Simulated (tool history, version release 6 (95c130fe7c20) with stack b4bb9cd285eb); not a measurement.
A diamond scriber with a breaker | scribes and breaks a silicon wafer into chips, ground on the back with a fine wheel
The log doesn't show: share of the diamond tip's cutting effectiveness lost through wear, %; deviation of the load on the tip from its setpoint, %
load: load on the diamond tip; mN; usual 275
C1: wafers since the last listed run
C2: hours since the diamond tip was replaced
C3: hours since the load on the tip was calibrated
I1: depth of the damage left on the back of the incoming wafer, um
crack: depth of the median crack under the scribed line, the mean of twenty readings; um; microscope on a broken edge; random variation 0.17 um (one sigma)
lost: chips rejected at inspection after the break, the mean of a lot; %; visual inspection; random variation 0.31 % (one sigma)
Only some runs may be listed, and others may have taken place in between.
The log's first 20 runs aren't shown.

Run 21, day 21.004: usual settings but load 332 mN; C1 27; C2 167.5; C3 63.2; I1 2.43. Result: crack 9.12 um, lost 4.59 %.
Run 22, day 21.967: usual settings but load 344 mN; C1 48; C2 190.6; C3 86.3; I1 1.96. Result: crack 9.46 um, lost 3.6 %.
Run 23, day 23.396: usual settings but load 327 mN; C1 71; C2 224.9; C3 120.6; I1 2.44. Result: crack 9.19 um, lost 4.47 %.
Run 24, day 24.65: usual settings but load 325 mN; C1 63; C2 255; C3 150.7; I1 2.4. Result: crack 9.26 um, lost 4.39 %.
Run 25, day 26.054: usual settings but load 333 mN; C1 70; C2 288.7; C3 184.4; I1 1.87. Result: crack 9.12 um, lost 3.38 %.
Run 26, day 26.75: usual settings; C1 34; C2 305.4; C3 201.1; I1 2.58. Result: crack 8.07 um, lost 5.76 %.
Run 27, day 27.958: usual settings but load 213 mN; C1 60; C2 334.4; C3 230.1; I1 2.14. Result: crack 6.8 um, lost 11.61 %.
Run 28, day 28.933: usual settings; C1 49; C2 357.8; C3 253.5; I1 2.65. Result: crack 7.96 um, lost 6.99 %.
Run 29, day 29.471: usual settings; C1 27; C2 370.7; C3 266.4; I1 2.54. Result: crack 7.71 um, lost 6.42 %.
Run 30, day 30.867: usual settings but load 240 mN; C1 70; C2 404.2; C3 299.9; I1 2.89. Result: crack 7.35 um, lost 11.77 %.
Run 31, day 31.667: usual settings but load 326 mN; C1 40; C2 423.4; C3 319.1; I1 2.65. Result: crack 8.66 um, lost 5.51 %.
Run 32, day 32.638: usual settings but load 250 mN; C1 48; C2 446.7; C3 342.4; I1 2.95. Result: crack 7.57 um, lost 10.33 %.
Run 33, day 33.354: usual settings but load 210 mN; C1 36; C2 463.9; C3 359.6; I1 2.63. Result: crack 6.56 um, lost 13.97 %.
Run 34, day 33.929: usual settings but load 312 mN; C1 28; C2 477.7; C3 373.4; I1 1.68. Result: crack 8.54 um, lost 2.95 %.
Run 35, day 35.05: usual settings but load 357 mN; C1 56; C2 504.6; C3 400.3; I1 2.28. Result: crack 9.21 um, lost 4.52 %.
Run 36, day 36.392: usual settings but load 248 mN; C1 67; C2 536.8; C3 432.5; I1 2.44. Result: crack 7.28 um, lost 9.42 %.
Run 37, day 37.712: usual settings but load 226 mN; C1 66; C2 568.5; C3 464.2; I1 2.94. Result: crack 6.7 um, lost 18.35 %.
Run 38, day 38.879: usual settings but load 218 mN; C1 58; C2 596.5; C3 492.2; I1 2.87. Result: crack 6.69 um, lost 17.89 %.
Run 39, day 42.108: usual settings but load 301 mN; C1 162; C2 674; C3 569.7; I1 2.23. Result: crack 8.08 um, lost 5.2 %.
Run 40, day 43.483: usual settings but load 209 mN; C1 69; C2 707; C3 602.7; I1 2.34. Result: crack 6.54 um, lost 19.32 %.
Run 41, day 44.333: usual settings but load 312 mN; C1 42; C2 727.4; C3 623.1; I1 2.49. Result: crack 7.96 um, lost 6.05 %.
Run 42, day 45.712: usual settings; C1 69; C2 760.5; C3 656.2; I1 2.21. Result: crack 7.58 um, lost 6.18 %.

4 options for the next run, each taken on its own from the tool as it stands now. Forecast them:
Run A, day 45.733: usual settings but load 353 mN; C1 1; C2 761; C3 656.7; I1 2.63. Result: crack ?, lost ?.
Run B, day 45.733: usual settings but load 309 mN; C1 1; C2 761; C3 656.7; I1 2.63. Result: crack ?, lost ?.
Run C, day 45.733: usual settings but load 306 mN; C1 1; C2 761; C3 656.7; I1 2.63. Result: crack ?, lost ?.
Run D, day 45.733: usual settings but load 331 mN; C1 1; C2 761; C3 656.7; I1 2.63. Result: crack ?, lost ?.

run  crack  lost
  A   8.53   5.3
  B    7.9  6.98
  C   7.86  7.18
  D   8.22  5.88
What these runs would have given with no unlogged condition in the tool:
run  crack  lost
  A   9.83  7.18
  B    9.1  5.37
  C   9.05  5.31
  D   9.47  6.07
